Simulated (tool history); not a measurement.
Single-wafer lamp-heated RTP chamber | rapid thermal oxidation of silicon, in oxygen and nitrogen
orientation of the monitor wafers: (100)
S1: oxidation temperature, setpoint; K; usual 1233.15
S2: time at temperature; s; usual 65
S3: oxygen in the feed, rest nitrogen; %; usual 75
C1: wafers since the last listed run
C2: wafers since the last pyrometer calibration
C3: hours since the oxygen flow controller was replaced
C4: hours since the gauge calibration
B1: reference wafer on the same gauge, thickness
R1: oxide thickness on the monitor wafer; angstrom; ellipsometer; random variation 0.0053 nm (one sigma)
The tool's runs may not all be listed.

run 1 day=0.000 | S1=1233.15 S2=65 S3=75 | C1=0 C2=3445 C3=4507.4 C4=51.1 | B1=3.937 | R1=36.06
run 2 day=0.467 | S1=1233.15 S2=65 S3=75 | C1=100 C2=3546 C3=4518.6 C4=62.3 | B1=3.943 | R1=36.18
run 3 day=0.838 | S1=1233.15 S2=65 S3=75 | C1=79 C2=3625 C3=4527.5 C4=71.2 | B1=3.939 | R1=36.13
run 4 day=2.279 | S1=1233.15 S2=65 S3=75 | C1=309 C2=3935 C3=4562.1 C4=105.8 | B1=3.939 | R1=36.37
run 5 day=2.850 | S1=1233.15 S2=65 S3=75 | C1=122 C2=4057 C3=4575.8 C4=119.5 | B1=3.939 | R1=36.40
-- day=3.521 pyrometer window cleaned and pyrometer calibrated
run 6 day=3.542 | S1=1233.15 S2=65 S3=75 | C1=76 C2=4 C3=4592.4 C4=136.1 | B1=3.940 | R1=35.45
run 7 day=3.583 | S1=1233.15 S2=65 S3=75 | C1=8 C2=13 C3=4593.4 C4=137.1 | B1=3.938 | R1=35.49
run 8 day=4.121 | S1=1233.15 S2=78 S3=75 | C1=115 C2=129 C3=4606.3 C4=150.0 | B1=3.939 | R1=38.17
-- day=4.771 gauge calibrated
-- day=4.812 oxygen flow controller replaced
run 9 day=4.833 | S1=1233.15 S2=78 S3=75 | C1=81 C2=210 C3=0.5 C4=1.5 | B1=3.942 | R1=38.21
run 10 day=4.846 | S1=1233.15 S2=78 S3=75 | C1=2 C2=213 C3=0.8 C4=1.8 | B1=3.937 | R1=38.14
run 11 day=5.392 | S1=1215.15 S2=65 S3=75 | C1=117 C2=330 C3=13.9 C4=14.9 | B1=3.940 | R1=31.38
run 12 day=6.129 | S1=1210.15 S2=44 S3=63 | C1=158 C2=488 C3=31.6 C4=32.6 | B1=3.939 | R1=25.55
run 13 day=7.254 | S1=1233.15 S2=65 S3=75 | C1=241 C2=730 C3=58.6 C4=59.6 | B1=3.939 | R1=35.44
run 14 day=7.529 | S1=1233.15 S2=95 S3=85 | C1=59 C2=789 C3=65.2 C4=66.2 | B1=3.937 | R1=43.23
run 15 day=7.921 | S1=1233.15 S2=65 S3=75 | C1=84 C2=873 C3=74.6 C4=75.6 | B1=3.942 | R1=35.44
run 16 day=8.596 | S1=1254.15 S2=43 S3=92 | C1=144 C2=1018 C3=90.8 C4=91.8 | B1=3.941 | R1=37.20
run 17 day=9.246 | S1=1209.15 S2=65 S3=54 | C1=139 C2=1157 C3=106.4 C4=107.4 | B1=3.939 | R1=27.87
run 18 day=9.633 | S1=1233.15 S2=65 S3=75 | C1=83 C2=1240 C3=115.7 C4=116.7 | B1=3.942 | R1=35.51
run 19 day=10.083 | S1=1210.15 S2=65 S3=75 | C1=96 C2=1337 C3=126.5 C4=127.5 | B1=3.940 | R1=30.55
run 20 day=10.550 | S1=1262.15 S2=65 S3=75 | C1=100 C2=1437 C3=137.7 C4=138.7 | B1=3.941 | R1=43.78
run 21 day=11.279 | S1=1233.15 S2=65 S3=75 | C1=156 C2=1593 C3=155.2 C4=156.2 | B1=3.941 | R1=35.60

Forecast each of these 4 alternatives for the next run:
run A day=11.296 | S1=1233.15 S2=65 S3=75 | C1=3 C2=1597 C3=155.6 C4=156.6 | B1=? | R1=?
run B day=11.296 | S1=1233.15 S2=88 S3=75 | C1=3 C2=1597 C3=155.6 C4=156.6 | B1=? | R1=?
run C day=11.296 | S1=1248.15 S2=35 S3=95 | C1=3 C2=1597 C3=155.6 C4=156.6 | B1=? | R1=?
run D day=11.296 | S1=1233.15 S2=65 S3=90 | C1=3 C2=1597 C3=155.6 C4=156.6 | B1=? | R1=?

run=A B1=3.940 R1=35.64
run=B B1=3.940 R1=40.41
run=C B1=3.940 R1=33.23
run=D B1=3.940 R1=37.76
Without the tool's hidden state the same runs would have given:
run=A R1=35.49
run=B R1=40.22
run=C R1=33.09
run=D R1=37.59
